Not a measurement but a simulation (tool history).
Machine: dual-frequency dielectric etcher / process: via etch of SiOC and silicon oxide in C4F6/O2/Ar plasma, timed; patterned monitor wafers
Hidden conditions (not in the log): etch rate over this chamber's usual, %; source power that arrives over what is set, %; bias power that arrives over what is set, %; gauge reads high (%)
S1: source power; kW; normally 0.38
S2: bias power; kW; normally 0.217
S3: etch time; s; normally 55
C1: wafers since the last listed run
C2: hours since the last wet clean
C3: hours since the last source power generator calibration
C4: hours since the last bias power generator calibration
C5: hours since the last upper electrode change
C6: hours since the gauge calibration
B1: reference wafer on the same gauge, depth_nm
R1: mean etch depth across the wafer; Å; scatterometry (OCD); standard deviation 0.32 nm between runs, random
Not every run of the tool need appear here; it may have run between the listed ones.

run	day	S1	S2	S3	C1	C2	C3	C4	C5	C6	B1	R1
1	0	0.38	0.217	55	0	205.9	4411.7	1194.4	1810.4	894.4	63	645
2	1.021	0.38	0.196	45.5	255	230.4	4436.2	1218.9	1834.9	918.9	63.1	519
3	2.729	0.38	0.196	45.5	427	271.4	4477.2	1259.9	1875.9	959.9	63	519
4	3.792	0.38	0.196	45.5	265	296.9	4502.7	1285.4	1901.4	985.4	63	515
# day 5.004: source power generator calibrated
5	6.388	0.38	0.217	55	607	359.2	33.2	1347.7	1963.7	1047.7	62.9	640
6	9.192	0.38	0.217	55	701	426.5	100.5	1415	2031	1115	62.9	648
7	10.875	0.38	0.217	44	421	466.9	140.9	1455.4	2071.4	1155.4	63.1	516
# day 12.171: wet clean of the chamber
8	13.688	0.38	0.217	44	453	36.4	208.4	1522.9	2138.9	1222.9	62.9	515
9	16.067	0.38	0.184	55	595	93.5	265.5	1580	2196	1280	63	614
# day 17.121: gauge calibrated
# day 22.425: bias power generator calibrated
10	22.546	0.43	0.217	68.5	1579	249	421	2.9	2351.5	130.2	63	859
11	25.25	0.34	0.203	55	676	313.9	485.9	67.8	2416.4	195.1	63	591
12	26.562	0.38	0.217	55	328	345.4	517.4	99.3	2447.9	226.6	63.1	646
13	28.767	0.38	0.186	55	551	398.3	570.3	152.2	2500.8	279.5	62.9	617
14	30.929	0.38	0.201	66	540	450.2	622.2	204.1	2552.7	331.4	63	758
# day 32.783: wet clean of the chamber
15	33.479	0.38	0.217	41.5	387	16.7	683.4	265.3	2613.9	392.6	63	484
16	35.517	0.38	0.217	55	509	65.6	732.3	314.2	2662.8	441.5	63	649
17	36.558	0.43	0.217	41	260	90.6	757.3	339.2	2687.8	466.5	63	517
# day 38.638: upper electrode replaced
18	38.658	0.35	0.179	69.5	275	141	807.7	389.6	0.5	516.9	62.9	736
19	40.596	0.46	0.192	55	484	187.5	854.2	436.1	47	563.4	62.9	699
20	43.529	0.44	0.192	55	733	257.9	924.6	506.5	117.4	633.8	62.9	678
21	45.546	0.28	0.239	65.5	504	306.3	973	554.9	165.8	682.2	63	639
22	47.208	0.44	0.265	55	415	346.2	1012.9	594.8	205.7	722.1	62.9	738
23	48.271	0.38	0.217	55	265	371.7	1038.4	620.3	231.2	747.6	63.1	648
24	50.525	0.43	0.217	68.5	563	425.8	1092.5	674.4	285.3	801.7	63	859
# day 52.7: wet clean of the chamber
25	53.146	0.32	0.236	48.5	405	10.7	1155.4	737.3	348.2	864.6	62.9	520
26	56.083	0.35	0.183	66.5	734	81.2	1225.9	807.8	418.7	935.1	62.9	706
27	57.404	0.38	0.217	55	330	112.9	1257.6	839.5	450.4	966.8	62.9	646
28	58.804	0.31	0.254	65	350	146.5	1291.2	873.1	484	1000.4	63	695
29	61.662	0.3	0.265	55	715	215.1	1359.8	941.7	552.6	1069	63	588

5 options for the next run, each taken on its own from the tool as it stands now. Forecast them:
A	61.679	0.38	0.199	55	4	215.5	1360.2	942.1	553	1069.4	?	?
B	61.679	0.29	0.171	55	4	215.5	1360.2	942.1	553	1069.4	?	?
C	61.679	0.47	0.17	55	4	215.5	1360.2	942.1	553	1069.4	?	?
D	61.679	0.32	0.264	65.5	4	215.5	1360.2	942.1	553	1069.4	?	?
E	61.679	0.46	0.259	67	4	215.5	1360.2	942.1	553	1069.4	?	?

run	B1	R1
A	62.9	628
B	62.9	502
C	62.9	682
D	62.9	725
E	62.9	919
Had the tool no hidden state, the same runs would have come out as:
run	R1
A	628
B	502
C	682
D	725
E	919
